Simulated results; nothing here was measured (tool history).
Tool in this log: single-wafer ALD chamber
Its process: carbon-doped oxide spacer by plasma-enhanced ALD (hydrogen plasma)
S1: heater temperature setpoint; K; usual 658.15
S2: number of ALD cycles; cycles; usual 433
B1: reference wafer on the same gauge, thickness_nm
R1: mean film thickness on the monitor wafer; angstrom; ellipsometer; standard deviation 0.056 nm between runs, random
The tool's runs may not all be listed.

Run 1, hour 0: usual settings but S1 661.15 K; B1 23.137. Result: R1 226.2 angstrom.
Run 2, hour 19.7: usual settings but S1 661.15 K; B1 23.128. Result: R1 226.59 angstrom.
Run 3, hour 33: usual settings but S1 661.15 K; B1 23.131. Result: R1 226.59 angstrom.
Run 4, hour 54.4: usual settings; B1 23.141. Result: R1 226.32 angstrom.
At hour 58.1: gauge calibrated.
Run 5, hour 86.5: usual settings; B1 22.87. Result: R1 223.03 angstrom.
Run 6, hour 102.2: usual settings; B1 22.893. Result: R1 226.18 angstrom.
Run 7, hour 173.6: usual settings; B1 23.036. Result: R1 225.63 angstrom.
Run 8, hour 188.3: usual settings but S1 664.15 K; B1 23.034. Result: R1 225.41 angstrom.
Run 9, hour 221.7: usual settings but S1 664.15 K; B1 23.082. Result: R1 226.66 angstrom.
Run 10, hour 240.1: usual settings; B1 23.1. Result: R1 226.07 angstrom.
Run 11, hour 274.6: usual settings; B1 23.109. Result: R1 227.11 angstrom.
Run 12, hour 293.7: usual settings; B1 23.123. Result: R1 226.49 angstrom.
Run 13, hour 323.8: usual settings but S1 666.15 K, S2 516 cycles; B1 23.109. Result: R1 270.38 angstrom.
At hour 338.7: thermocouple changed; heater temperature recalibrated.
Run 14, hour 356.2: usual settings but S1 661.15 K; B1 23.119. Result: R1 227.74 angstrom.
Run 15, hour 373.5: usual settings but S1 648.15 K; B1 23.137. Result: R1 226.25 angstrom.
Run 16, hour 397.4: usual settings but S1 661.15 K; B1 23.149. Result: R1 226.74 angstrom.
Run 17, hour 431.2: usual settings but S1 653.15 K; B1 23.148. Result: R1 226.97 angstrom.
At hour 449.7: gauge calibrated.
Run 18, hour 457.8: usual settings but S1 650.15 K; B1 22.865. Result: R1 224.08 angstrom.
Run 19, hour 501: usual settings but S1 649.15 K; B1 22.955. Result: R1 224.56 angstrom.
Run 20, hour 526.6: usual settings but S1 644.15 K, S2 368 cycles; B1 23. Result: R1 191.7 angstrom.
Run 21, hour 553.4: usual settings but S1 670.15 K, S2 350 cycles; B1 23.061. Result: R1 183.35 angstrom.
Run 22, hour 581.4: usual settings but S1 672.15 K, S2 477 cycles; B1 23.067. Result: R1 248.01 angstrom.
Run 23, hour 603.6: usual settings but S2 375 cycles; B1 23.102. Result: R1 196.52 angstrom.
Run 24, hour 623.2: usual settings but S1 653.15 K; B1 23.118. Result: R1 225.45 angstrom.

What if the next run were any one of these 3? Each begins from the tool's condition after run 24:
Run A, hour 624.3: usual settings but S2 392 cycles; B1 ?. Result: R1 ?.
Run B, hour 624.3: usual settings but S1 646.15 K; B1 ?. Result: R1 ?.
Run C, hour 624.3: usual settings but S1 671.15 K, S2 517 cycles; B1 ?. Result: R1 ?.

run      B1      R1
  A  23.119  205.17
  B  23.119  226.63
  C  23.119  270.59
Take away the tool's hidden state, keep each run's random variation, and the runs would have read:
run      R1
  A  202.39
  B  223.56
  C  266.93
